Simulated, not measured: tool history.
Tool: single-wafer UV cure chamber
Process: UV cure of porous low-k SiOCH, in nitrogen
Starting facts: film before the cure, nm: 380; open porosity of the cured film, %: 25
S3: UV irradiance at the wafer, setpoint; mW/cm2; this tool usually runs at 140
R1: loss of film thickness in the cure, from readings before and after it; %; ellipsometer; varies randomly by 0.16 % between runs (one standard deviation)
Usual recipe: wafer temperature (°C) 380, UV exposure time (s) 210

run 1 hour=0.0 | wafer_temperature_(°C)=380 UV_exposure_time_(s)=210 S3=140 | R1=11.804
run 2 hour=60.9 | wafer_temperature_(°C)=380 UV_exposure_time_(s)=210 S3=140 | R1=11.573
run 3 hour=134.6 | wafer_temperature_(°C)=380 UV_exposure_time_(s)=210 S3=140 | R1=11.487
-- hour=143.8 quartz window cleaned
-- hour=165.5 UV bulbs replaced
run 4 hour=171.3 | wafer_temperature_(°C)=373 UV_exposure_time_(s)=210 S3=140 | R1=13.051
run 5 hour=259.2 | wafer_temperature_(°C)=373 UV_exposure_time_(s)=210 S3=140 | R1=12.766
run 6 hour=355.2 | wafer_temperature_(°C)=373 UV_exposure_time_(s)=210 S3=140 | R1=12.578
run 7 hour=458.6 | wafer_temperature_(°C)=392 UV_exposure_time_(s)=210 S3=140 | R1=12.818
run 8 hour=530.7 | wafer_temperature_(°C)=392 UV_exposure_time_(s)=210 S3=140 | R1=12.572
run 9 hour=617.9 | wafer_temperature_(°C)=392 UV_exposure_time_(s)=210 S3=140 | R1=12.534
run 10 hour=675.1 | wafer_temperature_(°C)=380 UV_exposure_time_(s)=130 S3=114 | R1=9.172
run 11 hour=773.3 | wafer_temperature_(°C)=375 UV_exposure_time_(s)=210 S3=140 | R1=12.268
run 12 hour=846.7 | wafer_temperature_(°C)=375 UV_exposure_time_(s)=210 S3=140 | R1=12.222
-- hour=865.1 quartz window cleaned
run 13 hour=1061.0 | wafer_temperature_(°C)=375 UV_exposure_time_(s)=210 S3=140 | R1=11.953
run 14 hour=1138.2 | wafer_temperature_(°C)=380 UV_exposure_time_(s)=210 S3=140 | R1=11.742
run 15 hour=1222.7 | wafer_temperature_(°C)=385 UV_exposure_time_(s)=210 S3=140 | R1=11.870
run 16 hour=1300.7 | wafer_temperature_(°C)=366 UV_exposure_time_(s)=210 S3=140 | R1=11.687
run 17 hour=1512.3 | wafer_temperature_(°C)=366 UV_exposure_time_(s)=210 S3=140 | R1=11.543
run 18 hour=1571.0 | wafer_temperature_(°C)=366 UV_exposure_time_(s)=210 S3=140 | R1=11.274
-- hour=1738.3 quartz window cleaned
-- hour=1784.1 UV bulbs replaced
run 19 hour=1825.7 | wafer_temperature_(°C)=380 UV_exposure_time_(s)=210 S3=160 | R1=13.663
run 20 hour=1900.8 | wafer_temperature_(°C)=380 UV_exposure_time_(s)=210 S3=160 | R1=13.517
run 21 hour=1992.5 | wafer_temperature_(°C)=380 UV_exposure_time_(s)=210 S3=160 | R1=13.428
run 22 hour=2096.7 | wafer_temperature_(°C)=380 UV_exposure_time_(s)=210 S3=165 | R1=13.140
run 23 hour=2155.9 | wafer_temperature_(°C)=380 UV_exposure_time_(s)=210 S3=165 | R1=12.940
run 24 hour=2232.1 | wafer_temperature_(°C)=380 UV_exposure_time_(s)=210 S3=140 | R1=11.973
run 25 hour=2319.4 | wafer_temperature_(°C)=380 UV_exposure_time_(s)=210 S3=140 | R1=12.339
run 26 hour=2376.0 | wafer_temperature_(°C)=380 UV_exposure_time_(s)=210 S3=140 | R1=12.132
-- hour=2445.1 quartz window cleaned
run 27 hour=2449.5 | wafer_temperature_(°C)=380 UV_exposure_time_(s)=210 S3=179 | R1=13.102
run 28 hour=2507.5 | wafer_temperature_(°C)=398 UV_exposure_time_(s)=210 S3=140 | R1=12.196
run 29 hour=2551.1 | wafer_temperature_(°C)=363 UV_exposure_time_(s)=125 S3=140 | R1=9.311
run 30 hour=2645.5 | wafer_temperature_(°C)=380 UV_exposure_time_(s)=210 S3=140 | R1=11.796
run 31 hour=2702.8 | wafer_temperature_(°C)=380 UV_exposure_time_(s)=210 S3=140 | R1=11.880
run 32 hour=2819.5 | wafer_temperature_(°C)=380 UV_exposure_time_(s)=295 S3=140 | R1=13.386
run 33 hour=2876.1 | wafer_temperature_(°C)=380 UV_exposure_time_(s)=105 S3=177 | R1=9.419
run 34 hour=2944.6 | wafer_temperature_(°C)=380 UV_exposure_time_(s)=145 S3=140 | R1=10.013
run 35 hour=3023.7 | wafer_temperature_(°C)=380 UV_exposure_time_(s)=140 S3=140 | R1=9.945
run 36 hour=3062.3 | wafer_temperature_(°C)=373 UV_exposure_time_(s)=210 S3=110 | R1=10.140
run 37 hour=3103.4 | wafer_temperature_(°C)=380 UV_exposure_time_(s)=210 S3=140 | R1=11.448
-- hour=3177.5 quartz window cleaned
run 38 hour=3210.0 | wafer_temperature_(°C)=380 UV_exposure_time_(s)=210 S3=140 | R1=11.687
run 39 hour=3312.8 | wafer_temperature_(°C)=380 UV_exposure_time_(s)=210 S3=101 | R1=10.073
run 40 hour=3372.9 | wafer_temperature_(°C)=386 UV_exposure_time_(s)=285 S3=129 | R1=12.651
run 41 hour=3437.2 | wafer_temperature_(°C)=391 UV_exposure_time_(s)=95 S3=173 | R1=8.840
-- hour=3446.3 UV bulbs replaced
run 42 hour=3543.5 | wafer_temperature_(°C)=380 UV_exposure_time_(s)=210 S3=140 | R1=12.751
run 43 hour=3609.4 | wafer_temperature_(°C)=380 UV_exposure_time_(s)=210 S3=174 | R1=13.453
run 44 hour=3689.6 | wafer_temperature_(°C)=393 UV_exposure_time_(s)=165 S3=168 | R1=12.456
run 45 hour=3759.0 | wafer_temperature_(°C)=380 UV_exposure_time_(s)=210 S3=140 | R1=12.516
run 46 hour=3835.2 | wafer_temperature_(°C)=380 UV_exposure_time_(s)=280 S3=165 | R1=14.481

5 options for the next run, each taken on its own from the tool as it stands now. Forecast them:
run A hour=3835.7 | wafer_temperature_(°C)=369 UV_exposure_time_(s)=210 S3=140 | R1=?
run B hour=3835.7 | wafer_temperature_(°C)=380 UV_exposure_time_(s)=255 S3=171 | R1=?
run C hour=3835.7 | wafer_temperature_(°C)=394 UV_exposure_time_(s)=170 S3=110 | R1=?
run D hour=3835.7 | wafer_temperature_(°C)=380 UV_exposure_time_(s)=280 S3=109 | R1=?
run E hour=3835.7 | wafer_temperature_(°C)=375 UV_exposure_time_(s)=280 S3=127 | R1=?

run=A R1=12.233
run=B R1=14.361
run=C R1=10.599
run=D R1=12.628
run=E R1=13.264
Had the tool no hidden state, the same runs would have come out as:
run=A R1=12.999
run=B R1=15.156
run=C R1=11.339
run=D R1=13.401
run=E R1=14.046
